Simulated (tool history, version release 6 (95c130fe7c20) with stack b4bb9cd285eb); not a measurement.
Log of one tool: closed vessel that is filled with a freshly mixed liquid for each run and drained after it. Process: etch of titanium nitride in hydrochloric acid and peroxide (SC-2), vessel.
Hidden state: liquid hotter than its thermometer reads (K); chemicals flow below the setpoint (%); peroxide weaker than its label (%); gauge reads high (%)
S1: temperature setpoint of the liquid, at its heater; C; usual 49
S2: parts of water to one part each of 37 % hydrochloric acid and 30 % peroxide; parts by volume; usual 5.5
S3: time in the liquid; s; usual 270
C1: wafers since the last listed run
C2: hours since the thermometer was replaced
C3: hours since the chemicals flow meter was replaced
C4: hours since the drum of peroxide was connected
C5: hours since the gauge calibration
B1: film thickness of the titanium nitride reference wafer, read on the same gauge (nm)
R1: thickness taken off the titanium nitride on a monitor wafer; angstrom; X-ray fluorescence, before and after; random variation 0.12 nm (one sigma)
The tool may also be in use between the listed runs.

run,hour,S1,S2,S3,C1,C2,C3,C4,C5,B1,R1
1,0,41.5,5.5,270,0,1531.6,263,99.1,182.4,150.02,103
2,89.6,49,7,310,8186,1621.2,352.6,188.7,272,149.98,160
3,186.5,49,7,310,8853,1718.1,449.5,285.6,368.9,150,158.9
# hour 310.6: chemicals flow meter replaced
# hour 380.9: new drum of peroxide connected
4,443.7,57,5.5,270,23316,1975.3,133.1,62.8,626.1,150,296.3
5,556.8,57,5.5,270,10333,2088.4,246.2,175.9,739.2,150,289.7
6,613.3,57,5.5,270,5162,2144.9,302.7,232.4,795.7,149.98,288.7
7,664,49,5,270,4632,2195.6,353.4,283.1,846.4,150,180.5
# hour 690.1: thermometer replaced
8,739.3,51,4.5,270,6788,49.2,428.7,358.4,921.7,150.01,211.9
# hour 756.4: chemicals flow meter replaced
9,818.1,51,4.5,270,7108,128,61.7,437.2,1000.5,150,227.2
# hour 876: new drum of peroxide connected
10,887,51,4.5,270,6203,196.9,130.6,11,1069.4,149.99,221.5
11,1158,49,5.5,270,24760,467.9,401.6,282,1340.4,150.01,161.5
12,1200.1,49,5.5,270,3846,510,443.7,324.1,1382.5,150.04,160.6
# hour 1294.2: chemicals flow meter replaced
13,1298.2,42.5,4,370,8871,608.1,4,422.2,1480.6,149.99,192.6
# hour 1329.1: new drum of peroxide connected
14,1388.5,52.5,4,140,8159,698.4,94.3,59.4,1570.9,150.02,141.7
15,1455.4,49,5.5,270,6112,765.3,161.2,126.3,1637.8,150.03,169.8
# hour 1540.7: gauge calibrated
16,1543.6,49,8,270,8058,853.5,249.4,214.5,2.9,150,126.5
17,1645.1,49,5.5,270,9273,955,350.9,316,104.4,150.03,165.4
18,1709.4,49,4,270,5874,1019.3,415.2,380.3,168.7,150.02,202.2
# hour 1783.2: new drum of peroxide connected
19,1805.7,44.5,4,325,8707,1115.6,511.5,22.5,265,150.03,180.7
# hour 1820.9: chemicals flow meter replaced
20,1872.9,52,4.5,315,6048,1182.8,52,89.7,332.2,150.01,287.1
21,1974.2,46,5.5,270,9255,1284.1,153.3,191,433.5,149.96,141.2

Forecast run 22:
22,2031.5,49,5.5,270,5235,1341.4,210.6,248.3,490.8,?,?

B1: 150
R1: 170.7 angstrom
Without the tool's hidden state the same run would have given R1 173.7 angstrom.
